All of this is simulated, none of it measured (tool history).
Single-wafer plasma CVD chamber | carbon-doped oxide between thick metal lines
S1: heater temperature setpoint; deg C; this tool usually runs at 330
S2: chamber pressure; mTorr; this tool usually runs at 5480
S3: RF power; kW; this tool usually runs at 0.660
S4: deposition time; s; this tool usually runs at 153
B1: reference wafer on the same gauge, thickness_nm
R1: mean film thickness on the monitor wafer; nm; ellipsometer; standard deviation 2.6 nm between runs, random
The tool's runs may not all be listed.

run,day,S1,S2,S3,S4,B1,R1
1,0.000,330,6530,0.695,153,1000.232,1058.709
2,0.817,330,6530,0.695,153,999.718,1054.496
3,1.579,330,6530,0.695,153,999.814,1053.320
4,2.421,333,5480,0.740,153,999.947,1054.292
5,3.029,333,5480,0.740,153,999.840,1049.200
6,4.346,330,5480,0.660,153,1000.243,1006.628
7,4.979,330,5480,0.660,153,1000.657,1000.949
8,5.850,330,5480,0.660,153,1000.279,1002.167
9,7.083,330,5480,0.660,153,1000.059,1003.796
10,8.200,330,5480,0.660,153,999.811,1000.336
11,9.050,330,5480,0.660,153,999.472,996.375
12,9.771,330,5480,0.660,173,1000.363,1124.683
13,10.658,342,5480,0.660,183,1000.329,1148.477
14,12.054,330,5480,0.575,153,999.774,930.235
15,13.212,330,5480,0.660,153,1000.238,1033.017
16,14.004,340,5480,0.535,135,1000.354,801.445
17,14.675,322,5480,0.660,153,999.961,1048.699
18,15.838,320,5480,0.735,153,1000.139,1110.361

Not shown here: 6 entries made in the log between runs. Locate each between two listed runs and compare the hidden state at the listed run before it with the hidden state at the listed run after it:
Between runs 8 and 9: capacitance manometer re-zeroed and calibrated (day 6.929); thermocouple changed; heater temperature recalibrated (day 6.962)
  delivered RF power above the setpoint (%): -6.18 -> -6.5
  measured less the result without the state, R1: -31.177 -> -32.904 nm
Between runs 9 and 10: gauge calibrated (day 7.262)
  delivered RF power above the setpoint (%): -6.5 -> -6.79
  measured less the result without the state, R1: -32.904 -> -34.352 nm
Between runs 13 and 14: showerhead replaced (day 11.425)
  delivered RF power above the setpoint (%): -7.46 -> -7.86
  measured less the result without the state, R1: -43.579 -> -37.550 nm
Between runs 14 and 15: RF generator calibrated (day 12.654)
  delivered RF power above the setpoint (%): -7.86 -> -1.32
  measured less the result without the state, R1: -37.550 -> -6.510 nm
Between runs 16 and 17: gauge calibrated (day 14.654)
  nothing in the hidden state changes from one run to the other
  measured less the result without the state, R1: -5.217 -> -6.667 nm

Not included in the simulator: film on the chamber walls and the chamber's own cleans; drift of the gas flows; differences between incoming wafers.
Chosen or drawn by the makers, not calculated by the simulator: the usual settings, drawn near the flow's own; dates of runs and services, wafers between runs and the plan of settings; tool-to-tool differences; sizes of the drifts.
